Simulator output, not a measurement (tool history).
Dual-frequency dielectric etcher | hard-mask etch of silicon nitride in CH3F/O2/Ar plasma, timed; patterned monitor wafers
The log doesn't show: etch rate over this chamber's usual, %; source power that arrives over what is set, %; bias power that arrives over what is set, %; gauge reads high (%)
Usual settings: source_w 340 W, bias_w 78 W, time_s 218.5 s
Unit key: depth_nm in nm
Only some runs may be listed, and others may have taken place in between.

run   hour  source_w  bias_w  time_s  wafers since the last listed run  hours since the last wet clean  hours since the last source power generator calibration  hours since the last bias power generator calibration  hours since the last upper electrode change  hours since the gauge calibration  read-back reference wafer on the same gauge, depth_nm  depth_nm
  1    0.0       340      78   178.0                                 0                           284.3                                                   4639.8                                                 4886.2                                       4653.7                              176.3                                                  178.0     125.0
  2   28.1       340      78   178.0                               163                           312.4                                                   4667.9                                                 4914.3                                       4681.8                              204.4                                                  178.0     124.7
  3   50.0       340      78   178.0                               127                           334.3                                                   4689.8                                                 4936.2                                       4703.7                              226.3                                                  178.0     123.6
  4   68.6       340      78   238.0                               108                           352.9                                                   4708.4                                                 4954.8                                       4722.3                              244.9                                                  178.0     165.0
      96.0  -- upper electrode replaced
  5   96.5       340      78   218.5                                22                           380.8                                                   4736.3                                                 4982.7                                          0.5                              272.8                                                  177.9     151.9
  6   99.2       340      78   218.5                                15                           383.5                                                   4739.0                                                 4985.4                                          3.2                              275.5                                                  178.1     152.1
     127.4  -- wet clean of the chamber
  7  134.1       340      78   218.5                                63                             6.7                                                   4773.9                                                 5020.3                                         38.1                              310.4                                                  177.9     157.5
     145.0  -- gauge calibrated
  8  150.8       400      87   192.0                                97                            23.4                                                   4790.6                                                 5037.0                                         54.8                                5.8                                                  178.2     152.2
     162.2  -- source power generator calibrated
  9  171.6       340      72   275.0                                97                            44.2                                                      9.4                                                 5057.8                                         75.6                               26.6                                                  177.9     191.2
     188.7  -- bias power generator calibrated
 10  198.9       390      90   191.0                               135                            71.5                                                     36.7                                                   10.2                                        102.9                               53.9                                                  177.9     150.6
 11  229.1       340      78   218.5                               176                           101.7                                                     66.9                                                   40.4                                        133.1                               84.1                                                  178.0     156.1
 12  264.2       380      78   245.5                               204                           136.8                                                    102.0                                                   75.5                                        168.2                              119.2                                                  177.9     179.9
 13  282.9       410      78   218.5                               109                           155.5                                                    120.7                                                   94.2                                        186.9                              137.9                                                  178.0     163.3

The next listed run, before its measurement:
 14  303.7       340      78   218.5                               121                           176.3                                                    141.5                                                  115.0                                        207.7                              158.7                                                      ?         ?

{"run 14": {"read-back reference wafer on the same gauge, depth_nm": 178.1, "depth_nm": 154.8}}
With no hidden state in the tool, this same run would have given depth_nm 157.9 nm.
